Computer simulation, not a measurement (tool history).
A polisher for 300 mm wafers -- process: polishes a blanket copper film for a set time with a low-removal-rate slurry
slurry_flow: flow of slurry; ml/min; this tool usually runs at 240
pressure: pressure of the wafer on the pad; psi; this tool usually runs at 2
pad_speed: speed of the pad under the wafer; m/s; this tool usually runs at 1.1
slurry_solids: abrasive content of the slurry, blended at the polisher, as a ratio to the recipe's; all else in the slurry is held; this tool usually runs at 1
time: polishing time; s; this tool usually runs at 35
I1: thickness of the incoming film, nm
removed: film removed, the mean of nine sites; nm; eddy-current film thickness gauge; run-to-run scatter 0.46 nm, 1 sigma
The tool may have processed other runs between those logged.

run 1 day=0 | slurry_flow=240 pressure=2 pad_speed=1.3 slurry_solids=1 time=35 | I1=851.7 | removed=85.5
run 2 day=2.029 | slurry_flow=240 pressure=2 pad_speed=1.1 slurry_solids=1 time=35 | I1=870.4 | removed=72.6
run 3 day=2.625 | slurry_flow=275 pressure=2 pad_speed=1.1 slurry_solids=1 time=35 | I1=869.8 | removed=73.2
run 4 day=3.35 | slurry_flow=275 pressure=2 pad_speed=1.1 slurry_solids=1 time=35 | I1=873 | removed=73.3
run 5 day=3.629 | slurry_flow=240 pressure=2 pad_speed=1.1 slurry_solids=1.15 time=35 | I1=871.9 | removed=75.1
-- day=4.004 worn pad replaced by a new one
-- day=4.175 head pressure recalibrated
run 6 day=4.196 | slurry_flow=240 pressure=2 pad_speed=1.1 slurry_solids=1 time=35 | I1=875.9 | removed=70.9
run 7 day=4.467 | slurry_flow=240 pressure=2 pad_speed=1.1 slurry_solids=1 time=35 | I1=861.5 | removed=71.4
run 8 day=4.971 | slurry_flow=240 pressure=2 pad_speed=1.1 slurry_solids=1 time=35 | I1=874.7 | removed=72.3
run 9 day=5.404 | slurry_flow=205 pressure=2 pad_speed=1 slurry_solids=1 time=35 | I1=863.4 | removed=63.5
run 10 day=6.033 | slurry_flow=205 pressure=2 pad_speed=1 slurry_solids=1 time=35 | I1=876.6 | removed=63.8
run 11 day=6.825 | slurry_flow=240 pressure=2 pad_speed=1.1 slurry_solids=1 time=35 | I1=886.7 | removed=70.6
run 12 day=7.429 | slurry_flow=240 pressure=1.4 pad_speed=0.96 slurry_solids=0.9 time=30 | I1=873.4 | removed=36.3
run 13 day=7.867 | slurry_flow=240 pressure=2.5 pad_speed=0.98 slurry_solids=1.1 time=35 | I1=869.5 | removed=81.1
-- day=8.188 slurry nozzle cleaned
-- day=8.217 slurry blender recalibrated
run 14 day=8.442 | slurry_flow=240 pressure=2 pad_speed=1.48 slurry_solids=1 time=35 | I1=873.1 | removed=100.7
run 15 day=8.721 | slurry_flow=275 pressure=2 pad_speed=1.1 slurry_solids=1 time=35 | I1=872 | removed=75.8
-- day=9.1 worn pad replaced by a new one
run 16 day=9.425 | slurry_flow=290 pressure=1.8 pad_speed=0.82 slurry_solids=1 time=47 | I1=870.1 | removed=67.7
run 17 day=10.15 | slurry_flow=320 pressure=2 pad_speed=0.72 slurry_solids=1 time=47 | I1=871.2 | removed=67
run 18 day=10.633 | slurry_flow=240 pressure=2 pad_speed=1.1 slurry_solids=1 time=35 | I1=871.8 | removed=75
run 19 day=11.225 | slurry_flow=265 pressure=2.6 pad_speed=1.1 slurry_solids=0.75 time=35 | I1=870.3 | removed=91.5
run 20 day=11.629 | slurry_flow=240 pressure=2 pad_speed=1.1 slurry_solids=1 time=35 | I1=852.2 | removed=74.4
run 21 day=11.9 | slurry_flow=285 pressure=2.7 pad_speed=1.1 slurry_solids=1 time=47 | I1=852.8 | removed=135.7
run 22 day=12.533 | slurry_flow=240 pressure=2 pad_speed=1.1 slurry_solids=1.15 time=35 | I1=860.4 | removed=75.4
run 23 day=12.796 | slurry_flow=240 pressure=2 pad_speed=1.1 slurry_solids=1 time=38 | I1=877 | removed=79.9

Each row is a separate what-if for the run after 23, all from the same tool condition, not one after another. Results?
run A day=12.812 | slurry_flow=240 pressure=2 pad_speed=1.1 slurry_solids=1 time=35 | I1=864.9 | removed=?
run B day=12.812 | slurry_flow=240 pressure=2 pad_speed=1.48 slurry_solids=1.15 time=30 | I1=864.9 | removed=?
run C day=12.812 | slurry_flow=160 pressure=2 pad_speed=0.98 slurry_solids=1 time=35 | I1=864.9 | removed=?
run D day=12.812 | slurry_flow=315 pressure=2.4 pad_speed=0.84 slurry_solids=1 time=35 | I1=864.9 | removed=?
run E day=12.812 | slurry_flow=240 pressure=1.7 pad_speed=1.1 slurry_solids=1.3 time=35 | I1=864.9 | removed=?

run=A removed=73.9
run=B removed=87.8
run=C removed=62.8
run=D removed=69.3
run=E removed=66.5
Without the tool's hidden state the same runs would have given:
run=A removed=75.1
run=B removed=89.3
run=C removed=63.9
run=D removed=70.5
run=E removed=67.6

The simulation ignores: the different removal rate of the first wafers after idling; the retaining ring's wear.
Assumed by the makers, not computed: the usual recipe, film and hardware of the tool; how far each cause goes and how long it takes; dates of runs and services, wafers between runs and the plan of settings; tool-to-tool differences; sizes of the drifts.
